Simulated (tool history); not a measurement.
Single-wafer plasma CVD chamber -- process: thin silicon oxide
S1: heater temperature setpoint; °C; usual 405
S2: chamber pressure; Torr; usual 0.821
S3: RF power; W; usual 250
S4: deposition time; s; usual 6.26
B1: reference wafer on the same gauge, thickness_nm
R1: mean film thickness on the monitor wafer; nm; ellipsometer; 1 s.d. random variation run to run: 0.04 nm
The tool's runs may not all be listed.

run	day	S1	S2	S3	S4	B1	R1
1	0.000	405	0.821	250	6.81	8.989	11.595
2	1.092	405	0.821	250	6.81	8.997	11.678
3	2.483	405	0.821	250	6.81	9.010	11.711
4	3.296	405	0.706	250	6.76	8.996	10.046
5	3.975	405	0.706	250	6.76	9.003	10.088
6	4.500	405	0.821	250	6.26	8.995	10.745
# day 5.008: thermocouple changed; heater temperature recalibrated
# day 5.558: capacitance manometer re-zeroed and calibrated
7	5.850	405	0.821	250	6.26	9.004	10.126
# day 6.033: gauge calibrated
8	7.108	405	0.821	250	6.26	9.000	10.082
# day 7.650: RF generator calibrated
9	8.217	405	0.821	250	6.82	9.005	10.977
10	9.154	415	0.676	215	5.57	8.997	6.888
11	9.958	399	0.669	235	7.19	9.000	9.119
12	11.333	395	0.955	230	7.04	8.987	12.687
# day 12.225: showerhead replaced
13	12.775	396	0.686	250	6.60	9.011	8.800
14	13.538	405	0.821	250	6.81	8.995	10.999
15	14.875	420	0.682	300	7.26	9.007	10.115
16	16.254	405	0.821	250	6.26	9.000	10.143

Forecast each of these 5 alternatives for the next run:
A	16.271	405	0.632	250	6.26	?	?
B	16.271	405	0.928	230	6.62	?	?
C	16.271	405	0.821	270	6.26	?	?
D	16.271	394	0.821	250	6.26	?	?
E	16.271	405	0.690	250	6.26	?	?

run	B1	R1
A	9.007	7.626
B	9.007	11.689
C	9.007	10.438
D	9.007	10.243
E	9.007	8.452
Take away the tool's hidden state, keep each run's random variation, and the runs would have read:
run	R1
A	7.640
B	11.706
C	10.455
D	10.260
E	8.468

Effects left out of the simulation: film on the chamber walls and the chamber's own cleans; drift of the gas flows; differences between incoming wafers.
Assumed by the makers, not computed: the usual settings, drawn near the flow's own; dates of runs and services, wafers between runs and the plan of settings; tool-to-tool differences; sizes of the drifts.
